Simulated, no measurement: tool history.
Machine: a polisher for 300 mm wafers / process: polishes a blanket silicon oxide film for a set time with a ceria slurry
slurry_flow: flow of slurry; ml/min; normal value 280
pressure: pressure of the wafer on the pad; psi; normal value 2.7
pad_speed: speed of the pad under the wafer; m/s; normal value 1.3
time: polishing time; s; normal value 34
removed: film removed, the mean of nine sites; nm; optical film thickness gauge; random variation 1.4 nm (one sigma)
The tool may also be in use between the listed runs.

| run | hour | slurry_flow | pressure | pad_speed | time | wafers since the last listed run | wafers polished on this pad | hours since the slurry nozzle was cleaned | hours since the head pressure was calibrated | incoming thickness of the incoming film, nm | removed |
|---|---|---|---|---|---|---|---|---|---|---|---|
| 1 | 0 | 280 | 2.7 | 1.3 | 39 | 0 | 1589 | 206.5 | 554.1 | 1434 | 185.9 |
| 2 | 32.6 | 280 | 2.7 | 1.3 | 39 | 602 | 2191 | 239.1 | 586.7 | 1426.2 | 186.8 |
| 3 | 53.6 | 280 | 2.7 | 1.3 | 34 | 388 | 2580 | 260.1 | 607.7 | 1449.7 | 162.6 |
| 4 | 76 | 330 | 2.7 | 1.3 | 34 | 414 | 2994 | 282.5 | 630.1 | 1449.1 | 165.2 |
| 5 | 103.7 | 280 | 2.7 | 1.3 | 34 | 511 | 3506 | 310.2 | 657.8 | 1450.2 | 161.7 |
| 6 | 130.9 | 280 | 2.7 | 1.3 | 34 | 502 | 4008 | 337.4 | 685 | 1424 | 160.5 |
| 7 | 161.4 | 280 | 2.7 | 1.3 | 34 | 563 | 4572 | 367.9 | 715.5 | 1438.3 | 161.8 |
|  | 169.1 | worn pad replaced by a new one |
| 8 | 189.3 | 280 | 2.7 | 1.3 | 34 | 441 | 373 | 395.8 | 743.4 | 1419.9 | 162.3 |
|  | 197 | slurry nozzle cleaned |
| 9 | 222.8 | 280 | 2.7 | 1.3 | 34 | 600 | 974 | 25.8 | 776.9 | 1460.4 | 165.1 |
| 10 | 253.5 | 280 | 2.7 | 1.3 | 34 | 567 | 1541 | 56.5 | 807.6 | 1433.5 | 163.4 |
| 11 | 274 | 280 | 2.7 | 1.3 | 34 | 378 | 1920 | 77 | 828.1 | 1420.7 | 161.6 |
|  | 277.3 | head pressure recalibrated |
| 12 | 298 | 280 | 2.7 | 1.1 | 34 | 406 | 2327 | 101 | 20.7 | 1433.1 | 142.7 |
| 13 | 325.1 | 280 | 2.7 | 1.1 | 34 | 500 | 2828 | 128.1 | 47.8 | 1438.6 | 143 |
| 14 | 355.3 | 280 | 2.7 | 1.18 | 34 | 558 | 3386 | 158.3 | 78 | 1424.7 | 150.1 |
| 15 | 389.2 | 280 | 2.7 | 1.3 | 34 | 626 | 4013 | 192.2 | 111.9 | 1434.5 | 161.8 |
|  | 398.8 | worn pad replaced by a new one |
| 16 | 413.9 | 230 | 2.1 | 1.64 | 29 | 382 | 278 | 216.9 | 136.6 | 1416.3 | 135.8 |
| 17 | 444 | 280 | 2.7 | 1.08 | 34 | 556 | 835 | 247 | 166.7 | 1422.9 | 140.3 |
| 18 | 468.3 | 250 | 2.7 | 1.44 | 24 | 449 | 1284 | 271.3 | 191 | 1435.4 | 122.1 |
| 19 | 484.6 | 220 | 3.2 | 1.3 | 31 | 301 | 1585 | 287.6 | 207.3 | 1440.7 | 164.7 |
| 20 | 505.4 | 365 | 2.7 | 1.3 | 26 | 384 | 1970 | 308.4 | 228.1 | 1400 | 125.9 |
| 21 | 535.4 | 280 | 1.9 | 1.68 | 30 | 554 | 2524 | 338.4 | 258.1 | 1429.8 | 133.5 |
| 22 | 551.5 | 280 | 2.7 | 1.3 | 34 | 297 | 2822 | 354.5 | 274.2 | 1447.1 | 159.3 |
| 23 | 578.9 | 280 | 2.7 | 1.3 | 34 | 506 | 3328 | 381.9 | 301.6 | 1413.5 | 159.3 |
| 24 | 603.1 | 240 | 2.7 | 1.14 | 44 | 447 | 3775 | 406.1 | 325.8 | 1449.5 | 183.1 |
|  | 612.6 | slurry nozzle cleaned |
|  | 627.7 | worn pad replaced by a new one |
| 25 | 628.2 | 280 | 2.7 | 1.3 | 34 | 371 | 10 | 15.6 | 350.9 | 1421.3 | 164.8 |
| 26 | 642.6 | 280 | 2.7 | 1.3 | 34 | 266 | 276 | 30 | 365.3 | 1420.6 | 163.2 |
| 27 | 674 | 185 | 3.5 | 1.62 | 34 | 580 | 856 | 61.4 | 396.7 | 1432.4 | 231.1 |
| 28 | 697.7 | 375 | 2.7 | 1.72 | 34 | 438 | 1294 | 85.1 | 420.4 | 1450.2 | 208.4 |
| 29 | 716.4 | 210 | 2.7 | 0.92 | 30 | 345 | 1640 | 103.8 | 439.1 | 1422.7 | 109 |
| 30 | 733.9 | 280 | 3.2 | 1.48 | 28 | 323 | 1963 | 121.3 | 456.6 | 1441.8 | 171.2 |
| 31 | 754.8 | 340 | 2.3 | 1.1 | 34 | 386 | 2350 | 142.2 | 477.5 | 1440.3 | 129.5 |
| 32 | 845.1 | 350 | 2.7 | 1.3 | 27 | 1669 | 4019 | 232.5 | 567.8 | 1444.7 | 130.9 |
| 33 | 877.8 | 235 | 2.7 | 1.3 | 41 | 604 | 4623 | 265.2 | 600.5 | 1437.1 | 193.8 |
|  | 894.1 | worn pad replaced by a new one |
| 34 | 903.3 | 320 | 2.9 | 0.92 | 45 | 397 | 169 | 290.7 | 626 | 1458.6 | 172.2 |
| 35 | 917.1 | 280 | 2.7 | 1.3 | 34 | 255 | 424 | 304.5 | 639.8 | 1435.3 | 162.3 |
| 36 | 944.1 | 280 | 2.7 | 1.3 | 34 | 499 | 923 | 331.5 | 666.8 | 1429.4 | 159 |

Give the tool's hidden conditions for every run:
removal rate lost through wear of the pad, %: 0 in every run
deviation of the head's pressure from its setpoint, %: 0 in every run
H1: slurry flow missing at the pad, %
| run | H1 |
|---|---|
| 1 | 19.3 |
| 2 | 22.1 |
| 3 | 24 |
| 4 | 25.9 |
| 5 | 28.4 |
| 6 | 30.8 |
| 7 | 33.5 |
| 8 | 35.9 |
| 9 | 7.02 |
| 10 | 9.72 |
| 11 | 11.5 |
| 12 | 13.6 |
| 13 | 16 |
| 14 | 18.7 |
| 15 | 21.6 |
| 16 | 23.8 |
| 17 | 26.5 |
| 18 | 28.6 |
| 19 | 30 |
| 20 | 31.9 |
| 21 | 34.5 |
| 22 | 35.9 |
| 23 | 38.3 |
| 24 | 40.4 |
| 25 | 6.71 |
| 26 | 7.97 |
| 27 | 10.7 |
| 28 | 12.8 |
| 29 | 14.5 |
| 30 | 16 |
| 31 | 17.8 |
| 32 | 25.8 |
| 33 | 28.6 |
| 34 | 30.9 |
| 35 | 32.1 |
| 36 | 34.5 |

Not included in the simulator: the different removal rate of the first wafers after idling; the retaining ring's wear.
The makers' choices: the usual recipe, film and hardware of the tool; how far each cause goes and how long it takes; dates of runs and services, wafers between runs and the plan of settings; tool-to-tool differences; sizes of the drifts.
